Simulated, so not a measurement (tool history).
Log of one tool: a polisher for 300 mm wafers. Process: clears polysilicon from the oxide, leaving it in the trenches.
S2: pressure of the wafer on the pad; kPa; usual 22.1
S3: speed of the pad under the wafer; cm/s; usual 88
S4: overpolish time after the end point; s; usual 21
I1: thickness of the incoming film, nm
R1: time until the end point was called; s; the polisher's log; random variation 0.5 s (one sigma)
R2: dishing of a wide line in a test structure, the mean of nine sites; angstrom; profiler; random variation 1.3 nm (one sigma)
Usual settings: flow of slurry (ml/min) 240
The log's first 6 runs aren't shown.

{"run": 7, "hour": 340.3, "flow of slurry (ml/min)": 240, "S2": 22.1, "S3": 88, "S4": 21, "I1": 673, "R1": 53.8, "R2": 788}
{"hour": 349.9, "done": "worn pad replaced by a new one"}
{"hour": 374.1, "done": "head pressure recalibrated"}
{"run": 8, "hour": 404.9, "flow of slurry (ml/min)": 240, "S2": 22.1, "S3": 112, "S4": 14, "I1": 658.8, "R1": 37.9, "R2": 814}
{"run": 9, "hour": 498.4, "flow of slurry (ml/min)": 240, "S2": 22.1, "S3": 112, "S4": 14, "I1": 676.2, "R1": 39.4, "R2": 797}
{"run": 10, "hour": 536.1, "flow of slurry (ml/min)": 240, "S2": 22.1, "S3": 112, "S4": 14, "I1": 680.8, "R1": 39.3, "R2": 784}
{"run": 11, "hour": 598.0, "flow of slurry (ml/min)": 220, "S2": 22.1, "S3": 88, "S4": 21, "I1": 672.4, "R1": 49.1, "R2": 803}
{"hour": 624.7, "done": "slurry nozzle cleaned"}
{"run": 12, "hour": 644.2, "flow of slurry (ml/min)": 220, "S2": 22.1, "S3": 88, "S4": 21, "I1": 676.3, "R1": 49.7, "R2": 811}
{"run": 13, "hour": 682.1, "flow of slurry (ml/min)": 275, "S2": 24.8, "S3": 112, "S4": 26, "I1": 662.2, "R1": 35.4, "R2": 843}
{"run": 14, "hour": 742.8, "flow of slurry (ml/min)": 240, "S2": 22.1, "S3": 88, "S4": 21, "I1": 671.2, "R1": 49.8, "R2": 783}
{"hour": 774.3, "done": "worn pad replaced by a new one"}
{"run": 15, "hour": 774.8, "flow of slurry (ml/min)": 325, "S2": 24.1, "S3": 60, "S4": 32, "I1": 684.8, "R1": 63.6, "R2": 817}
{"run": 16, "hour": 838.9, "flow of slurry (ml/min)": 320, "S2": 26.9, "S3": 112, "S4": 10, "I1": 669.9, "R1": 35.1, "R2": 746}
{"hour": 844.7, "done": "head pressure recalibrated"}
{"run": 17, "hour": 896.3, "flow of slurry (ml/min)": 295, "S2": 25.5, "S3": 100, "S4": 31, "I1": 670.9, "R1": 35.7, "R2": 824}
{"run": 18, "hour": 921.0, "flow of slurry (ml/min)": 240, "S2": 22.1, "S3": 88, "S4": 21, "I1": 666.2, "R1": 46.1, "R2": 786}
{"run": 19, "hour": 952.7, "flow of slurry (ml/min)": 240, "S2": 22.1, "S3": 88, "S4": 21, "I1": 669.6, "R1": 46.3, "R2": 794}
{"run": 20, "hour": 1011.4, "flow of slurry (ml/min)": 240, "S2": 16.5, "S3": 88, "S4": 21, "I1": 674.3, "R1": 63.9, "R2": 761}
{"run": 21, "hour": 1043.1, "flow of slurry (ml/min)": 320, "S2": 27.6, "S3": 74, "S4": 13, "I1": 665.4, "R1": 43, "R2": 747}

The next listed run, before its measurement:
{"run": 22, "hour": 1113.1, "flow of slurry (ml/min)": 240, "S2": 22.1, "S3": 88, "S4": 21, "I1": 661.1, "R1": "?", "R2": "?"}

{"run 22": {"R1": 47.3, "R2": 804}}
Without the tool's hidden state the same run would have given R1 45.4 s, R2 807 angstrom.
